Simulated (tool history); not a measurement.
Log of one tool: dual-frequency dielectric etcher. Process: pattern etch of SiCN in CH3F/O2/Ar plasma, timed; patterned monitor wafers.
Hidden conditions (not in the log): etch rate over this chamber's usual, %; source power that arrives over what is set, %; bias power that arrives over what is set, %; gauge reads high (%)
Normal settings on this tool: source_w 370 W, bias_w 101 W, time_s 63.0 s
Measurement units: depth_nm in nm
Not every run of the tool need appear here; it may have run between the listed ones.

run,hour,source_w,bias_w,time_s,wafers since the last listed run,hours since the last wet clean,hours since the last source power generator calibration,hours since the last bias power generator calibration,hours since the last upper electrode change,hours since the gauge calibration,"read-back reference wafer on the same gauge, depth_nm",depth_nm
1,0.0,370,108,63.0,0,116.3,1267.1,3802.5,2284.9,1.8,24.21,28.83
2,57.3,370,108,63.0,406,173.6,1324.4,3859.8,2342.2,59.1,24.29,28.78
3,130.1,370,108,63.0,515,246.4,1397.2,3932.6,2415.0,131.9,24.21,28.49
4,208.0,410,101,63.0,552,324.3,1475.1,4010.5,2492.9,209.8,24.21,29.48
5,311.2,410,101,63.0,731,427.5,1578.3,4113.7,2596.1,313.0,24.20,29.19
6,393.0,370,101,74.0,579,509.3,1660.1,4195.5,2677.9,394.8,24.07,32.99
7,478.7,440,101,63.0,607,595.0,1745.8,4281.2,2763.6,480.5,24.09,30.25
# hour 504.3: wet clean of the chamber
8,526.2,370,101,63.0,166,21.9,1793.3,4328.7,2811.1,528.0,24.01,27.91
9,576.8,370,101,63.0,358,72.5,1843.9,4379.3,2861.7,578.6,23.96,28.12
10,676.1,370,101,63.0,703,171.8,1943.2,4478.6,2961.0,677.9,23.87,27.74
11,746.0,370,101,63.0,495,241.7,2013.1,4548.5,3030.9,747.8,23.73,27.68
12,814.0,370,101,63.0,481,309.7,2081.1,4616.5,3098.9,815.8,23.68,27.67
13,896.3,370,101,63.0,583,392.0,2163.4,4698.8,3181.2,898.1,23.55,27.28
# hour 915.7: bias power generator calibrated
14,982.5,370,101,63.0,582,478.2,2249.6,66.8,3267.4,984.3,23.44,27.00
15,1066.6,370,101,63.0,595,562.3,2333.7,150.9,3351.5,1068.4,23.25,27.13
# hour 1141.3: wet clean of the chamber
16,1150.6,400,101,51.0,425,9.3,2417.7,234.9,3435.5,1152.4,23.10,22.49
# hour 1199.8: gauge calibrated
17,1251.1,340,123,71.5,712,109.8,2518.2,335.4,3536.0,51.3,24.41,32.46
18,1311.6,370,101,63.0,428,170.3,2578.7,395.9,3596.5,111.8,24.40,28.23
19,1416.3,320,101,63.0,741,275.0,2683.4,500.6,3701.2,216.5,24.39,26.33
# hour 1484.6: upper electrode replaced
20,1485.1,370,101,63.0,317,343.8,2752.2,569.4,0.5,285.3,24.38,28.31
21,1529.7,370,87,48.0,316,388.4,2796.8,614.0,45.1,329.9,24.35,20.68
# hour 1541.6: source power generator calibrated
22,1629.8,310,117,74.5,680,488.5,88.2,714.1,145.2,430.0,24.28,31.78
# hour 1684.2: wet clean of the chamber
23,1701.5,370,101,63.0,338,17.3,159.9,785.8,216.9,501.7,24.25,28.12
24,1788.9,450,112,81.0,619,104.7,247.3,873.2,304.3,589.1,24.11,40.46
25,1864.6,450,112,81.0,536,180.4,323.0,948.9,380.0,664.8,24.03,40.49
26,1938.1,370,94,54.0,520,253.9,396.5,1022.4,453.5,738.3,23.93,23.49
27,2045.1,450,92,63.0,758,360.9,503.5,1129.4,560.5,845.3,23.82,29.55

4 ways to go on from here, each from the tool as it stands after run 27. What would each give?
A,2045.5,370,101,49.5,2,361.3,503.9,1129.8,560.9,845.7,?,?
B,2045.5,370,116,80.5,2,361.3,503.9,1129.8,560.9,845.7,?,?
C,2045.5,450,78,54.0,2,361.3,503.9,1129.8,560.9,845.7,?,?
D,2045.5,370,84,50.0,2,361.3,503.9,1129.8,560.9,845.7,?,?

run,"read-back reference wafer on the same gauge, depth_nm",depth_nm
A,23.84,21.82
B,23.84,36.98
C,23.84,24.28
D,23.84,20.92
Without the tool's hidden state the same runs would have given:
run,depth_nm
A,22.27
B,37.74
C,24.78
D,21.35

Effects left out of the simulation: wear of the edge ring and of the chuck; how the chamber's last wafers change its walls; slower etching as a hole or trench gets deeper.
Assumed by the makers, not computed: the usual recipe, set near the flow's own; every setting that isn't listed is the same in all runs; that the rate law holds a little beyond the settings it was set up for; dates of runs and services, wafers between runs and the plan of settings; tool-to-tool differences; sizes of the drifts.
